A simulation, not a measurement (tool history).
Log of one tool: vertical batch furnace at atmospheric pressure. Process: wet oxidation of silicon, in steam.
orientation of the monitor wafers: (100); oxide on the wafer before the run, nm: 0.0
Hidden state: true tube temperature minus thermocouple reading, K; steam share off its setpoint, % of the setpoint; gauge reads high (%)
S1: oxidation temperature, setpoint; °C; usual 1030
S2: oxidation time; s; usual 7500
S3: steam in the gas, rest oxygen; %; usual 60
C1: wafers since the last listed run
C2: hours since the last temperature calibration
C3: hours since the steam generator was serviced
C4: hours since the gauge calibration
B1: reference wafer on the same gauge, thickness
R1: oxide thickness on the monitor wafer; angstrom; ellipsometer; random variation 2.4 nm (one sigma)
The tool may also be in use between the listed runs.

run,hour,S1,S2,S3,C1,C2,C3,C4,B1,R1
1,0.0,1030,7500,60,0,3703.5,2481.6,1403.0,544.06,6009.0
2,57.0,1030,7500,60,515,3760.5,2538.6,1460.0,544.12,6026.4
3,105.2,1030,7500,60,436,3808.7,2586.8,1508.2,543.46,6022.8
4,164.1,1030,7500,60,532,3867.6,2645.7,1567.1,544.34,5977.7
5,215.7,1030,9960,60,466,3919.2,2697.3,1618.7,544.02,7128.0
6,269.5,1030,9960,60,486,3973.0,2751.1,1672.5,544.23,7116.0
7,315.2,1014,7500,67,413,4018.7,2796.8,1718.2,543.72,5824.4
8,364.6,1014,7500,67,446,4068.1,2846.2,1767.6,544.04,5871.7
9,417.6,1014,7500,67,479,4121.1,2899.2,1820.6,543.93,5868.0
10,479.8,1030,7500,60,562,4183.3,2961.4,1882.8,543.71,5983.8
11,539.3,1030,7500,60,538,4242.8,3020.9,1942.3,544.36,6019.4
# hour 541.1: gauge calibrated
# hour 610.3: thermocouples replaced and temperature profile calibrated
12,679.1,1030,7500,60,1047,68.8,3160.7,138.0,544.46,5985.0
13,783.8,1030,8340,60,947,173.5,3265.4,242.7,544.73,6424.9
14,841.6,1030,8340,60,522,231.3,3323.2,300.5,544.04,6403.7
15,900.4,1030,7500,60,531,290.1,3382.0,359.3,543.42,5999.2
16,928.1,1030,7500,54,250,317.8,3409.7,387.0,543.78,5640.0
17,979.0,1012,7500,60,460,368.7,3460.6,437.9,544.22,5341.4

Forecast run 18:
18,1023.3,1051,4650,64,400,413.0,3504.9,482.2,?,?

{"run 18": {"B1": 544.18, "R1": 5191.3}}
Without the tool's hidden state the same run would have given R1 5469.7 angstrom.
